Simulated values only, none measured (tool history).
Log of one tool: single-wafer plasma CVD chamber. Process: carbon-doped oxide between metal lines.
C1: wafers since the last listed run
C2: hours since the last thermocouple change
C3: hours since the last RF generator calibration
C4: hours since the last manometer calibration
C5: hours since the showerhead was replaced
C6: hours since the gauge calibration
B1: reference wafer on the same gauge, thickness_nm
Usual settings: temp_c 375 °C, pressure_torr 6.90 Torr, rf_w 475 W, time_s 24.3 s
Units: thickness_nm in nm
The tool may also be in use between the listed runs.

run 1 hour=0.0 | temp_c=375 pressure_torr=6.90 rf_w=475 time_s=24.3 | C1=0 C2=2782.8 C3=1041.4 C4=1687.8 C5=4606.8 C6=471.8 | B1=135.008 | thickness_nm=116.110
run 2 hour=28.2 | temp_c=375 pressure_torr=6.90 rf_w=475 time_s=24.3 | C1=521 C2=2811.0 C3=1069.6 C4=1716.0 C5=4635.0 C6=500.0 | B1=134.995 | thickness_nm=117.344
run 3 hour=60.8 | temp_c=375 pressure_torr=6.90 rf_w=475 time_s=24.3 | C1=603 C2=2843.6 C3=1102.2 C4=1748.6 C5=4667.6 C6=532.6 | B1=134.967 | thickness_nm=116.411
run 4 hour=91.7 | temp_c=375 pressure_torr=6.90 rf_w=475 time_s=24.3 | C1=571 C2=2874.5 C3=1133.1 C4=1779.5 C5=4698.5 C6=563.5 | B1=134.962 | thickness_nm=116.088
run 5 hour=105.0 | temp_c=375 pressure_torr=6.90 rf_w=475 time_s=24.3 | C1=246 C2=2887.8 C3=1146.4 C4=1792.8 C5=4711.8 C6=576.8 | B1=135.059 | thickness_nm=116.541
run 6 hour=123.8 | temp_c=375 pressure_torr=6.90 rf_w=420 time_s=24.3 | C1=347 C2=2906.6 C3=1165.2 C4=1811.6 C5=4730.6 C6=595.6 | B1=134.970 | thickness_nm=105.751
run 7 hour=154.5 | temp_c=375 pressure_torr=6.90 rf_w=475 time_s=24.3 | C1=567 C2=2937.3 C3=1195.9 C4=1842.3 C5=4761.3 C6=626.3 | B1=135.042 | thickness_nm=115.931
run 8 hour=174.4 | temp_c=375 pressure_torr=6.90 rf_w=475 time_s=24.3 | C1=368 C2=2957.2 C3=1215.8 C4=1862.2 C5=4781.2 C6=646.2 | B1=134.932 | thickness_nm=115.343
-- hour=187.9 thermocouple changed; heater temperature recalibrated
run 9 hour=203.6 | temp_c=375 pressure_torr=6.90 rf_w=475 time_s=22.5 | C1=392 C2=15.7 C3=1245.0 C4=1891.4 C5=4810.4 C6=675.4 | B1=134.966 | thickness_nm=106.047
run 10 hour=231.6 | temp_c=375 pressure_torr=6.90 rf_w=475 time_s=22.5 | C1=518 C2=43.7 C3=1273.0 C4=1919.4 C5=4838.4 C6=703.4 | B1=134.992 | thickness_nm=106.206
-- hour=250.5 capacitance manometer re-zeroed and calibrated
run 11 hour=251.3 | temp_c=375 pressure_torr=6.90 rf_w=475 time_s=22.5 | C1=216 C2=63.4 C3=1292.7 C4=0.8 C5=4858.1 C6=723.1 | B1=135.108 | thickness_nm=106.430
run 12 hour=331.9 | temp_c=375 pressure_torr=6.90 rf_w=475 time_s=24.3 | C1=1491 C2=144.0 C3=1373.3 C4=81.4 C5=4938.7 C6=803.7 | B1=134.889 | thickness_nm=114.351
-- hour=346.6 showerhead replaced, of another model than before
run 13 hour=367.4 | temp_c=386 pressure_torr=6.90 rf_w=475 time_s=24.3 | C1=508 C2=179.5 C3=1408.8 C4=116.9 C5=20.8 C6=839.2 | B1=134.929 | thickness_nm=110.283
run 14 hour=386.8 | temp_c=366 pressure_torr=7.91 rf_w=410 time_s=27.2 | C1=358 C2=198.9 C3=1428.2 C4=136.3 C5=40.2 C6=858.6 | B1=134.979 | thickness_nm=109.726
run 15 hour=413.0 | temp_c=375 pressure_torr=8.45 rf_w=475 time_s=24.3 | C1=484 C2=225.1 C3=1454.4 C4=162.5 C5=66.4 C6=884.8 | B1=135.033 | thickness_nm=111.510
-- hour=438.5 gauge calibrated
run 16 hour=441.2 | temp_c=375 pressure_torr=6.10 rf_w=545 time_s=24.3 | C1=521 C2=253.3 C3=1482.6 C4=190.7 C5=94.6 C6=2.7 | B1=135.165 | thickness_nm=123.867
-- hour=462.6 RF generator calibrated
run 17 hour=476.0 | temp_c=375 pressure_torr=8.48 rf_w=475 time_s=24.3 | C1=495 C2=288.1 C3=13.4 C4=225.5 C5=129.4 C6=37.5 | B1=134.887 | thickness_nm=120.163
run 18 hour=504.5 | temp_c=386 pressure_torr=5.62 rf_w=475 time_s=29.1 | C1=527 C2=316.6 C3=41.9 C4=254.0 C5=157.9 C6=66.0 | B1=135.072 | thickness_nm=138.181
run 19 hour=532.3 | temp_c=365 pressure_torr=7.82 rf_w=475 time_s=24.3 | C1=514 C2=344.4 C3=69.7 C4=281.8 C5=185.7 C6=93.8 | B1=134.937 | thickness_nm=122.180
run 20 hour=563.5 | temp_c=375 pressure_torr=6.90 rf_w=475 time_s=28.2 | C1=577 C2=375.6 C3=100.9 C4=313.0 C5=216.9 C6=125.0 | B1=135.065 | thickness_nm=138.558
run 21 hour=582.5 | temp_c=375 pressure_torr=6.90 rf_w=475 time_s=23.0 | C1=351 C2=394.6 C3=119.9 C4=332.0 C5=235.9 C6=144.0 | B1=135.001 | thickness_nm=113.086
run 22 hour=608.9 | temp_c=366 pressure_torr=7.91 rf_w=410 time_s=27.2 | C1=488 C2=421.0 C3=146.3 C4=358.4 C5=262.3 C6=170.4 | B1=135.027 | thickness_nm=117.801
run 23 hour=627.0 | temp_c=386 pressure_torr=6.90 rf_w=475 time_s=21.4 | C1=334 C2=439.1 C3=164.4 C4=376.5 C5=280.4 C6=188.5 | B1=135.023 | thickness_nm=103.387
run 24 hour=651.4 | temp_c=375 pressure_torr=8.06 rf_w=475 time_s=26.0 | C1=451 C2=463.5 C3=188.8 C4=400.9 C5=304.8 C6=212.9 | B1=134.968 | thickness_nm=128.257
run 25 hour=674.1 | temp_c=362 pressure_torr=5.95 rf_w=510 time_s=22.4 | C1=419 C2=486.2 C3=211.5 C4=423.6 C5=327.5 C6=235.6 | B1=135.063 | thickness_nm=118.934
run 26 hour=686.3 | temp_c=375 pressure_torr=6.90 rf_w=545 time_s=24.3 | C1=225 C2=498.4 C3=223.7 C4=435.8 C5=339.7 C6=247.8 | B1=134.991 | thickness_nm=134.236
run 27 hour=700.6 | temp_c=375 pressure_torr=6.90 rf_w=475 time_s=24.3 | C1=264 C2=512.7 C3=238.0 C4=450.1 C5=354.0 C6=262.1 | B1=134.947 | thickness_nm=119.488
run 28 hour=723.7 | temp_c=375 pressure_torr=6.90 rf_w=405 time_s=27.3 | C1=427 C2=535.8 C3=261.1 C4=473.2 C5=377.1 C6=285.2 | B1=135.075 | thickness_nm=114.063
run 29 hour=744.5 | temp_c=375 pressure_torr=6.90 rf_w=510 time_s=24.3 | C1=384 C2=556.6 C3=281.9 C4=494.0 C5=397.9 C6=306.0 | B1=134.996 | thickness_nm=127.382

3 ways to go on from here, each from the tool as it stands after run 29. What would each give?
run A hour=744.9 | temp_c=375 pressure_torr=6.90 rf_w=475 time_s=24.3 | C1=7 C2=557.0 C3=282.3 C4=494.4 C5=398.3 C6=306.4 | B1=? | thickness_nm=?
run B hour=744.9 | temp_c=367 pressure_torr=5.72 rf_w=475 time_s=20.2 | C1=7 C2=557.0 C3=282.3 C4=494.4 C5=398.3 C6=306.4 | B1=? | thickness_nm=?
run C hour=744.9 | temp_c=388 pressure_torr=7.41 rf_w=500 time_s=26.8 | C1=7 C2=557.0 C3=282.3 C4=494.4 C5=398.3 C6=306.4 | B1=? | thickness_nm=?

run=A B1=134.903 thickness_nm=120.061
run=B B1=134.903 thickness_nm=100.962
run=C B1=134.903 thickness_nm=135.251
Without the tool's hidden state the same runs would have given:
run=A thickness_nm=120.549
run=B thickness_nm=101.373
run=C thickness_nm=135.791
